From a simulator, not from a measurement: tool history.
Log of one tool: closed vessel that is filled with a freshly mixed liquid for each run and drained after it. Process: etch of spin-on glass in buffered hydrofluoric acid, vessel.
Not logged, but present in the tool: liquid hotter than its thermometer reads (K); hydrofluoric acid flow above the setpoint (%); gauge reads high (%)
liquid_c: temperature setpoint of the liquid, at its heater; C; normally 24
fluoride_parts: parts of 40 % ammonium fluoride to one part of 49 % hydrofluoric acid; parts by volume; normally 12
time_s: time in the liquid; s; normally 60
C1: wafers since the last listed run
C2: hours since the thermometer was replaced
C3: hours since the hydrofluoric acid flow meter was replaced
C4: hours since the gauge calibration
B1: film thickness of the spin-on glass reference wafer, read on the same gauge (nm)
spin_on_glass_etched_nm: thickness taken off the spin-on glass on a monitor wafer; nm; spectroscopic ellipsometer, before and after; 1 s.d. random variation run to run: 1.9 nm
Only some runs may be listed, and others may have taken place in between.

Run 1, hour 0: usual settings; C1 0; C2 1431.6; C3 1421.2; C4 256.2; B1 140. Result: spin_on_glass_etched_nm 282.32 nm.
Run 2, hour 34.3: usual settings; C1 3117; C2 1465.9; C3 1455.5; C4 290.5; B1 139.97. Result: spin_on_glass_etched_nm 283.48 nm.
Run 3, hour 52.9: usual settings; C1 1690; C2 1484.5; C3 1474.1; C4 309.1; B1 140.02. Result: spin_on_glass_etched_nm 277.05 nm.
Run 4, hour 77.8: usual settings; C1 2263; C2 1509.4; C3 1499; C4 334; B1 140.01. Result: spin_on_glass_etched_nm 279.28 nm.
Run 5, hour 108.4: usual settings; C1 2781; C2 1540; C3 1529.6; C4 364.6; B1 139.97. Result: spin_on_glass_etched_nm 281.84 nm.
Run 6, hour 133.7: usual settings; C1 2299; C2 1565.3; C3 1554.9; C4 389.9; B1 140. Result: spin_on_glass_etched_nm 280.34 nm.
Run 7, hour 150.7: usual settings; C1 1545; C2 1582.3; C3 1571.9; C4 406.9; B1 139.99. Result: spin_on_glass_etched_nm 283.05 nm.
Run 8, hour 173.1: usual settings; C1 2036; C2 1604.7; C3 1594.3; C4 429.3; B1 139.99. Result: spin_on_glass_etched_nm 278.11 nm.
Run 9, hour 199.5: usual settings but time_s 65 s; C1 2399; C2 1631.1; C3 1620.7; C4 455.7; B1 140. Result: spin_on_glass_etched_nm 308.26 nm.
Run 10, hour 232.7: usual settings but time_s 65 s; C1 3017; C2 1664.3; C3 1653.9; C4 488.9; B1 140. Result: spin_on_glass_etched_nm 307.23 nm.
Run 11, hour 253.6: usual settings but time_s 65 s; C1 1899; C2 1685.2; C3 1674.8; C4 509.8; B1 140. Result: spin_on_glass_etched_nm 304.22 nm.
Run 12, hour 273.3: usual settings; C1 1790; C2 1704.9; C3 1694.5; C4 529.5; B1 139.99. Result: spin_on_glass_etched_nm 284.62 nm.
Run 13, hour 291.9: usual settings; C1 1690; C2 1723.5; C3 1713.1; C4 548.1; B1 139.99. Result: spin_on_glass_etched_nm 282.71 nm.
At hour 294.4: hydrofluoric acid flow meter replaced.
Run 14, hour 307.6: usual settings; C1 1336; C2 1739.2; C3 13.2; C4 563.8; B1 140. Result: spin_on_glass_etched_nm 260.72 nm.
Run 15, hour 326.9: usual settings; C1 1754; C2 1758.5; C3 32.5; C4 583.1; B1 140.01. Result: spin_on_glass_etched_nm 261.77 nm.
Run 16, hour 344.7: usual settings but fluoride_parts 17 parts by volume, time_s 85 s; C1 1617; C2 1776.3; C3 50.3; C4 600.9; B1 140. Result: spin_on_glass_etched_nm 259.1 nm.
Run 17, hour 365.4: usual settings but liquid_c 25.5 C, fluoride_parts 10.5 parts by volume, time_s 95 s; C1 1881; C2 1797; C3 71; C4 621.6; B1 140. Result: spin_on_glass_etched_nm 510.74 nm.
Run 18, hour 401.1: usual settings; C1 3245; C2 1832.7; C3 106.7; C4 657.3; B1 140. Result: spin_on_glass_etched_nm 260.04 nm.
At hour 416.3: thermometer replaced.
Run 19, hour 420.2: usual settings but liquid_c 22 C, fluoride_parts 8.5 parts by volume, time_s 90 s; C1 1645; C2 3.9; C3 125.8; C4 676.4; B1 140. Result: spin_on_glass_etched_nm 473.56 nm.
Run 20, hour 442.1: usual settings; C1 1990; C2 25.8; C3 147.7; C4 698.3; B1 140. Result: spin_on_glass_etched_nm 260.08 nm.
At hour 447.6: gauge calibrated.
Run 21, hour 463.5: usual settings; C1 1945; C2 47.2; C3 169.1; C4 15.9; B1 139.99. Result: spin_on_glass_etched_nm 259.45 nm.
Run 22, hour 477.2: usual settings but liquid_c 26 C, fluoride_parts 10 parts by volume, time_s 80 s; C1 1245; C2 60.9; C3 182.8; C4 29.6; B1 140. Result: spin_on_glass_etched_nm 456.42 nm.
Run 23, hour 504: usual settings; C1 2436; C2 87.7; C3 209.6; C4 56.4; B1 140. Result: spin_on_glass_etched_nm 263.48 nm.
Run 24, hour 517.1: usual settings but liquid_c 27 C, fluoride_parts 16 parts by volume, time_s 90 s; C1 1190; C2 100.8; C3 222.7; C4 69.5; B1 139.99. Result: spin_on_glass_etched_nm 346.28 nm.
Run 25, hour 543.4: usual settings but liquid_c 27 C, fluoride_parts 8.5 parts by volume; C1 2390; C2 127.1; C3 249; C4 95.8; B1 140. Result: spin_on_glass_etched_nm 419.83 nm.
Run 26, hour 563.1: usual settings but fluoride_parts 14 parts by volume; C1 1790; C2 146.8; C3 268.7; C4 115.5; B1 139.99. Result: spin_on_glass_etched_nm 226.43 nm.
Run 27, hour 595.9: usual settings; C1 2981; C2 179.6; C3 301.5; C4 148.3; B1 140. Result: spin_on_glass_etched_nm 260.64 nm.
Run 28, hour 611.6: usual settings; C1 1427; C2 195.3; C3 317.2; C4 164; B1 139.98. Result: spin_on_glass_etched_nm 263.97 nm.
Run 29, hour 624.8: usual settings; C1 1199; C2 208.5; C3 330.4; C4 177.2; B1 139.98. Result: spin_on_glass_etched_nm 261.09 nm.
Run 30, hour 650.1: usual settings; C1 2299; C2 233.8; C3 355.7; C4 202.5; B1 140. Result: spin_on_glass_etched_nm 264.3 nm.
Run 31, hour 672.5: usual settings but liquid_c 28 C, time_s 90 s; C1 2036; C2 256.2; C3 378.1; C4 224.9; B1 140.01. Result: spin_on_glass_etched_nm 487.08 nm.
Run 32, hour 692.5: usual settings but liquid_c 29 C; C1 1817; C2 276.2; C3 398.1; C4 244.9; B1 140. Result: spin_on_glass_etched_nm 349.38 nm.
Run 33, hour 722.4: usual settings but time_s 35 s; C1 2717; C2 306.1; C3 428; C4 274.8; B1 140. Result: spin_on_glass_etched_nm 154.97 nm.
Run 34, hour 753.4: usual settings but fluoride_parts 10.5 parts by volume, time_s 50 s; C1 2817; C2 337.1; C3 459; C4 305.8; B1 140.01. Result: spin_on_glass_etched_nm 253.23 nm.

3 ways to go on from here, each from the tool as it stands after run 34. What would each give?
Run A, hour 754.1: usual settings; C1 63; C2 337.8; C3 459.7; C4 306.5; B1 ?. Result: spin_on_glass_etched_nm ?.
Run B, hour 754.1: usual settings but fluoride_parts 8.5 parts by volume, time_s 35 s; C1 63; C2 337.8; C3 459.7; C4 306.5; B1 ?. Result: spin_on_glass_etched_nm ?.
Run C, hour 754.1: usual settings but fluoride_parts 7.5 parts by volume; C1 63; C2 337.8; C3 459.7; C4 306.5; B1 ?. Result: spin_on_glass_etched_nm ?.

run      B1  spin_on_glass_etched_nm
  A  140.01                   265.11
  B  140.01                   211.11
  C  140.01                   414.32
Without the tool's hidden state the same runs would have given:
run  spin_on_glass_etched_nm
  A                   252.95
  B                   200.39
  C                   393.37
